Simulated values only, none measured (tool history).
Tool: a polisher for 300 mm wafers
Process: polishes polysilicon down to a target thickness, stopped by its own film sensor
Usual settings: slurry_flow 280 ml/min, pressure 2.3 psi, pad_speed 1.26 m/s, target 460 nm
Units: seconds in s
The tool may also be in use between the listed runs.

run   hour  slurry_flow  pressure  pad_speed  target  wafers since the last listed run  wafers polished on this pad  hours since the slurry nozzle was cleaned  hours since the head pressure was calibrated  incoming thickness of the incoming film, nm  seconds
  1    0.0          280       2.3       1.26     460                                 0                         1042                                        6.9                                        1237.5                                        975.2     75.5
  2   35.1          280       2.3       1.26     460                               218                         1261                                       42.0                                        1272.6                                        979.3     76.3
  3   62.0          280       2.3       1.26     460                               167                         1428                                       68.9                                        1299.5                                        975.4     77.4
      94.4  -- worn pad replaced by a new one
  4  128.4          280       2.3       1.26     460                               389                          211                                      135.3                                        1365.9                                        971.1     75.0
  5  140.5          280       2.3       1.26     460                                75                          287                                      147.4                                        1378.0                                        969.2     72.2
  6  160.5          280       2.3       1.26     460                               124                          412                                      167.4                                        1398.0                                        967.5     73.5
  7  179.5          345       2.3       1.26     460                               118                          530                                      186.4                                        1417.0                                        987.0     75.2
     183.3  -- head pressure recalibrated
  8  208.5          345       2.3       1.26     460                               168                          699                                      215.4                                          25.2                                        963.8     73.7
  9  221.5          345       2.3       1.26     460                                81                          780                                      228.4                                          38.2                                        963.4     72.8
 10  249.3          280       2.3       1.26     460                               173                          953                                      256.2                                          66.0                                        974.8     78.0
     260.5  -- slurry nozzle cleaned
 11  277.0          280       2.3       1.26     460                               166                         1120                                       16.5                                          93.7                                        976.2     75.0
 12  292.6          280       2.3       1.26     460                                97                         1217                                       32.1                                         109.3                                        967.5     73.5
     359.4  -- worn pad replaced by a new one
 13  400.2          280       2.3       1.26     460                               646                          254                                      139.7                                         216.9                                        968.8     73.9
 14  421.2          330       2.5       1.26     361                               130                          385                                      160.7                                         237.9                                        965.8     81.0
 15  456.4          310       2.6       1.44     460                               219                          605                                      195.9                                         273.1                                        955.7     59.0
 16  482.3          280       1.8       1.26     548                               161                          766                                      221.8                                         299.0                                        983.4     85.9
 17  503.2          190       2.3       1.62     380                               130                          897                                      242.7                                         319.9                                        978.3     84.6
     532.4  -- slurry nozzle cleaned
 18  537.0          280       2.3       1.26     460                               204                         1101                                        4.6                                         353.7                                        969.9     73.9
 19  560.9          330       3.0       1.12     287                               149                         1250                                       28.5                                         377.6                                        968.7     79.9
 20  575.2          370       2.3       1.26     371                                89                         1340                                       42.8                                         391.9                                        975.1     87.0
     602.5  -- worn pad replaced by a new one
 21  605.9          280       2.3       1.26     460                               166                           20                                       73.5                                         422.6                                        979.6     72.7
 22  632.0          220       2.3       0.90     609                               162                          183                                       99.6                                         448.7                                        953.2     61.7
 23  645.9          340       2.3       1.44     460                                86                          270                                      113.5                                         462.6                                        977.2     65.6
 24  674.8          280       2.3       1.26     460                               180                          450                                      142.4                                         491.5                                        980.5     75.4
 25  688.5          280       1.7       1.08     460                                85                          536                                      156.1                                         505.2                                        966.9    109.0
 26  707.7          280       1.6       1.70     460                               119                          655                                      175.3                                         524.4                                        979.9     90.2
 27  733.6          245       1.5       1.26     460                               161                          817                                      201.2                                         550.3                                        976.3    120.1
 28  751.9          345       2.8       1.26     460                               114                          931                                      219.5                                         568.6                                        971.1     61.1
 29  786.7          350       2.3       0.94     460                               217                         1148                                      254.3                                         603.4                                        976.6     90.8
     815.9  -- slurry nozzle cleaned
     822.9  -- worn pad replaced by a new one
 30  823.4          330       2.5       1.26     361                               197                            3                                        7.5                                         640.1                                        969.7     76.5
 31  852.5          280       2.3       1.26     460                               181                          184                                       36.6                                         669.2                                        971.7     73.0
 32  877.0          255       1.9       1.26     355                               152                          337                                       61.1                                         693.7                                        977.9    109.9
 33  894.0          280       1.8       1.56     460                               106                          443                                       78.1                                         710.7                                        974.1     83.7
 34  907.4          280       3.0       1.38     381                                83                          527                                       91.5                                         724.1                                        960.5     62.1
 35  936.2          310       2.6       1.44     460                               179                          706                                      120.3                                         752.9                                        952.0     59.0
 36  957.0          280       2.3       1.26     460                               129                          836                                      141.1                                         773.7                                        984.1     77.0

The same runs without the tool's hidden state, with the same run-to-run variation:
The hidden state here: removal rate lost through wear of the pad, %; slurry flow missing at the pad, %; deviation of the head's pressure from its setpoint, %.
run  seconds
  1     70.2
  2     70.4
  3     71.0
  4     71.0
  5     67.7
  6     68.0
  7     69.2
  8     66.8
  9     65.7
 10     68.8
 11     69.4
 12     67.7
 13     69.3
 14     75.2
 15     53.6
 16     76.5
 17     72.4
 18     68.8
 19     74.0
 20     80.4
 21     71.4
 22     58.8
 23     62.4
 24     70.1
 25    100.6
 26     82.4
 27    107.7
 28     55.2
 29     81.1
 30     75.9
 31     70.4
 32    103.8
 33     78.4
 34     57.7
 35     54.2
 36     69.9
